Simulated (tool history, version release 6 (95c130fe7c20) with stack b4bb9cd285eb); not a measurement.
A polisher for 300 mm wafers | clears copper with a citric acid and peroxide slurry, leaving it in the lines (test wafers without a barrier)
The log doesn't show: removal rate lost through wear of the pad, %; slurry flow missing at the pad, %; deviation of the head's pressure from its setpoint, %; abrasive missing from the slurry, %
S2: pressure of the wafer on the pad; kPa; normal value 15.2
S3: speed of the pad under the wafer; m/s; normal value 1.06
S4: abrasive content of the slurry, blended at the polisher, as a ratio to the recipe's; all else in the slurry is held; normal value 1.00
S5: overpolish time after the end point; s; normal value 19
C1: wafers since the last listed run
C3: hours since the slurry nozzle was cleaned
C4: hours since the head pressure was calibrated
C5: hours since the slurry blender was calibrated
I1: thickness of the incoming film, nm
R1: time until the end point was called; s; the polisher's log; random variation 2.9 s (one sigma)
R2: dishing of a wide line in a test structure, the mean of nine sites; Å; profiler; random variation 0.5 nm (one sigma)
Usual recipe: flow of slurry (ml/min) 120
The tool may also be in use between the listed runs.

Run 1, hour 0.0: usual settings but S4 1.20; C1 0; wafers polished on this pad 199; C3 590.3; C4 530.6; C5 218.2; I1 273.6. Result: R1 156.6 s, R2 211 Å.
At hour 46.5: head pressure recalibrated.
At hour 52.8: slurry nozzle cleaned.
Run 2, hour 79.8: usual settings but S4 1.20; C1 545; wafers polished on this pad 745; C3 27.0; C4 33.3; C5 298.0; I1 275.2. Result: R1 163.1 s, R2 201 Å.
At hour 154.3: slurry blender recalibrated.
Run 3, hour 164.4: usual settings; C1 586; wafers polished on this pad 1332; C3 111.6; C4 117.9; C5 10.1; I1 279.9. Result: R1 187.2 s, R2 184 Å.
Run 4, hour 226.7: usual settings; C1 442; wafers polished on this pad 1774; C3 173.9; C4 180.2; C5 72.4; I1 271.3. Result: R1 175.2 s, R2 195 Å.
At hour 237.8: worn pad replaced by a new one.
Run 5, hour 294.2: usual settings but S5 27 s; C1 451; wafers polished on this pad 400; C3 241.4; C4 247.7; C5 139.9; I1 279.6. Result: R1 170.3 s, R2 268 Å.
Run 6, hour 356.2: usual settings; C1 440; wafers polished on this pad 841; C3 303.4; C4 309.7; C5 201.9; I1 271.6. Result: R1 171.4 s, R2 197 Å.
Run 7, hour 433.8: usual settings; C1 551; wafers polished on this pad 1392; C3 381.0; C4 387.3; C5 279.5; I1 273.0. Result: R1 180.2 s, R2 199 Å.
At hour 445.7: worn pad replaced by a new one.
Run 8, hour 512.8: usual settings but S2 12.4 kPa, S5 22 s; C1 532; wafers polished on this pad 476; C3 460.0; C4 466.3; C5 358.5; I1 275.9. Result: R1 206.4 s, R2 189 Å.
At hour 531.1: slurry blender recalibrated.
Run 9, hour 595.8: usual settings but S2 18.6 kPa, S4 1.15, S5 9 s; C1 575; wafers polished on this pad 1052; C3 543.0; C4 549.3; C5 64.7; I1 272.6. Result: R1 130.5 s, R2 126 Å.

For run 10, what comes out?
At hour 618.7: slurry nozzle cleaned.
At hour 670.0: worn pad replaced by a new one.
At hour 714.5: head pressure recalibrated.
Run 10, hour 897.7: usual settings but S2 20.7 kPa, S3 0.96 m/s, S4 1.25; C1 2095; wafers polished on this pad 1603; C3 279.0; C4 183.2; C5 366.6; I1 277.1. Result: R1 ?, R2 ?.

{"run 10": {"R1": 132.1, "R2": 254}}
Were there no unlogged condition in the tool, this run, its random variation unchanged, would have produced R1 113.5 s, R2 291 Å.

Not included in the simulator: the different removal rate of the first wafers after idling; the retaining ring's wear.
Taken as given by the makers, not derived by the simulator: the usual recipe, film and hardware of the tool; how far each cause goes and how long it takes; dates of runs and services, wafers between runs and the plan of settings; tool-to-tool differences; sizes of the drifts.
